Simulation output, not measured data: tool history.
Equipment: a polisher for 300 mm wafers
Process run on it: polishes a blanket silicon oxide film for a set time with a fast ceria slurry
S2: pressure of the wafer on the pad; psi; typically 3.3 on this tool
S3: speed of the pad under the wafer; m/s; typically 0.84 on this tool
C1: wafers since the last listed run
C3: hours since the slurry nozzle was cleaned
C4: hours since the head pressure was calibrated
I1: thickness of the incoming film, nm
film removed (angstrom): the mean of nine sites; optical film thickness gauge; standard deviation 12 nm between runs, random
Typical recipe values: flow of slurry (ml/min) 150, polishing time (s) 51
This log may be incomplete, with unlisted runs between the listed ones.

run 1 hour=0.0 | flow_of_slurry_(ml/min)=110 S2=3.3 S3=0.84 polishing_time_(s)=51 | C1=0 wafers_polished_on_this_pad=115 C3=416.9 C4=781.4 | I1=3656.8 | film_removed_(angstrom)=8828
run 2 hour=9.0 | flow_of_slurry_(ml/min)=150 S2=3.3 S3=0.84 polishing_time_(s)=51 | C1=112 wafers_polished_on_this_pad=227 C3=425.9 C4=790.4 | I1=3581.6 | film_removed_(angstrom)=8954
run 3 hour=21.9 | flow_of_slurry_(ml/min)=150 S2=3.3 S3=0.84 polishing_time_(s)=51 | C1=160 wafers_polished_on_this_pad=388 C3=438.8 C4=803.3 | I1=3583.0 | film_removed_(angstrom)=8681
run 4 hour=32.3 | flow_of_slurry_(ml/min)=150 S2=3.3 S3=0.84 polishing_time_(s)=51 | C1=129 wafers_polished_on_this_pad=517 C3=449.2 C4=813.7 | I1=3610.3 | film_removed_(angstrom)=8352
-- hour=37.4 worn pad replaced by a new one
run 5 hour=49.8 | flow_of_slurry_(ml/min)=150 S2=3.3 S3=0.68 polishing_time_(s)=51 | C1=168 wafers_polished_on_this_pad=154 C3=466.7 C4=831.2 | I1=3604.0 | film_removed_(angstrom)=7457
run 6 hour=57.9 | flow_of_slurry_(ml/min)=150 S2=3.3 S3=0.84 polishing_time_(s)=51 | C1=100 wafers_polished_on_this_pad=255 C3=474.8 C4=839.3 | I1=3568.1 | film_removed_(angstrom)=8660
run 7 hour=64.1 | flow_of_slurry_(ml/min)=150 S2=3.3 S3=0.84 polishing_time_(s)=51 | C1=77 wafers_polished_on_this_pad=332 C3=481.0 C4=845.5 | I1=3646.1 | film_removed_(angstrom)=8801
run 8 hour=70.8 | flow_of_slurry_(ml/min)=150 S2=3.3 S3=0.84 polishing_time_(s)=51 | C1=83 wafers_polished_on_this_pad=415 C3=487.7 C4=852.2 | I1=3637.3 | film_removed_(angstrom)=8752
run 9 hour=81.1 | flow_of_slurry_(ml/min)=150 S2=3.6 S3=0.84 polishing_time_(s)=51 | C1=128 wafers_polished_on_this_pad=544 C3=498.0 C4=862.5 | I1=3596.1 | film_removed_(angstrom)=9109
-- hour=94.1 worn pad replaced by a new one
run 10 hour=96.2 | flow_of_slurry_(ml/min)=150 S2=3.6 S3=0.84 polishing_time_(s)=51 | C1=138 wafers_polished_on_this_pad=26 C3=513.1 C4=877.6 | I1=3608.3 | film_removed_(angstrom)=8718
run 11 hour=107.7 | flow_of_slurry_(ml/min)=150 S2=3.6 S3=0.84 polishing_time_(s)=51 | C1=143 wafers_polished_on_this_pad=169 C3=524.6 C4=889.1 | I1=3586.8 | film_removed_(angstrom)=8466
run 12 hour=121.3 | flow_of_slurry_(ml/min)=170 S2=3.3 S3=0.84 polishing_time_(s)=51 | C1=169 wafers_polished_on_this_pad=338 C3=538.2 C4=902.7 | I1=3672.3 | film_removed_(angstrom)=7650
run 13 hour=128.2 | flow_of_slurry_(ml/min)=150 S2=4.3 S3=0.84 polishing_time_(s)=51 | C1=85 wafers_polished_on_this_pad=424 C3=545.1 C4=909.6 | I1=3672.1 | film_removed_(angstrom)=9359
-- hour=133.0 worn pad replaced by a new one, repeated, since the last time left the tool worse
run 14 hour=139.7 | flow_of_slurry_(ml/min)=150 S2=2.2 S3=0.84 polishing_time_(s)=51 | C1=93 wafers_polished_on_this_pad=83 C3=556.6 C4=921.1 | I1=3565.3 | film_removed_(angstrom)=6720
run 15 hour=152.0 | flow_of_slurry_(ml/min)=165 S2=4.4 S3=1.10 polishing_time_(s)=51 | C1=153 wafers_polished_on_this_pad=236 C3=568.9 C4=933.4 | I1=3550.9 | film_removed_(angstrom)=13568
run 16 hour=164.9 | flow_of_slurry_(ml/min)=150 S2=3.3 S3=0.84 polishing_time_(s)=51 | C1=160 wafers_polished_on_this_pad=397 C3=581.8 C4=946.3 | I1=3588.1 | film_removed_(angstrom)=8742
-- hour=168.1 head pressure recalibrated
run 17 hour=175.6 | flow_of_slurry_(ml/min)=120 S2=3.3 S3=1.08 polishing_time_(s)=51 | C1=108 wafers_polished_on_this_pad=505 C3=592.5 C4=7.5 | I1=3582.0 | film_removed_(angstrom)=10059
-- hour=184.0 worn pad replaced by a new one
run 18 hour=191.7 | flow_of_slurry_(ml/min)=150 S2=3.3 S3=0.84 polishing_time_(s)=51 | C1=150 wafers_polished_on_this_pad=95 C3=608.6 C4=23.6 | I1=3613.6 | film_removed_(angstrom)=9015
run 19 hour=199.0 | flow_of_slurry_(ml/min)=165 S2=3.3 S3=0.84 polishing_time_(s)=51 | C1=90 wafers_polished_on_this_pad=186 C3=615.9 C4=30.9 | I1=3603.7 | film_removed_(angstrom)=8985
-- hour=203.4 slurry nozzle cleaned
run 20 hour=210.0 | flow_of_slurry_(ml/min)=175 S2=3.3 S3=0.66 polishing_time_(s)=35 | C1=124 wafers_polished_on_this_pad=310 C3=6.6 C4=41.9 | I1=3649.4 | film_removed_(angstrom)=5093
run 21 hour=221.8 | flow_of_slurry_(ml/min)=150 S2=2.7 S3=0.70 polishing_time_(s)=51 | C1=146 wafers_polished_on_this_pad=457 C3=18.4 C4=53.7 | I1=3625.4 | film_removed_(angstrom)=6431
-- hour=236.8 worn pad replaced by a new one
run 22 hour=238.4 | flow_of_slurry_(ml/min)=150 S2=3.3 S3=0.56 polishing_time_(s)=51 | C1=156 wafers_polished_on_this_pad=19 C3=35.0 C4=70.3 | I1=3607.9 | film_removed_(angstrom)=6699
run 23 hour=250.6 | flow_of_slurry_(ml/min)=120 S2=4.2 S3=0.64 polishing_time_(s)=65 | C1=151 wafers_polished_on_this_pad=171 C3=47.2 C4=82.5 | I1=3565.8 | film_removed_(angstrom)=10756
run 24 hour=259.7 | flow_of_slurry_(ml/min)=150 S2=3.3 S3=0.84 polishing_time_(s)=51 | C1=113 wafers_polished_on_this_pad=284 C3=56.3 C4=91.6 | I1=3536.9 | film_removed_(angstrom)=8849

Forecast each of these 3 alternatives for the next run:
run A hour=260.1 | flow_of_slurry_(ml/min)=150 S2=3.3 S3=0.84 polishing_time_(s)=51 | C1=4 wafers_polished_on_this_pad=289 C3=56.7 C4=92.0 | I1=3564.9 | film_removed_(angstrom)=?
run B hour=260.1 | flow_of_slurry_(ml/min)=150 S2=3.8 S3=0.84 polishing_time_(s)=58 | C1=4 wafers_polished_on_this_pad=289 C3=56.7 C4=92.0 | I1=3564.9 | film_removed_(angstrom)=?
run C hour=260.1 | flow_of_slurry_(ml/min)=150 S2=3.3 S3=0.66 polishing_time_(s)=59 | C1=4 wafers_polished_on_this_pad=289 C3=56.7 C4=92.0 | I1=3564.9 | film_removed_(angstrom)=?

run=A film_removed_(angstrom)=8709
run=B film_removed_(angstrom)=11062
run=C film_removed_(angstrom)=8351
The same runs, with their run-to-run variation unchanged, on a tool lacking any hidden condition would have given:
run=A film_removed_(angstrom)=9007
run=B film_removed_(angstrom)=11441
run=C film_removed_(angstrom)=8636
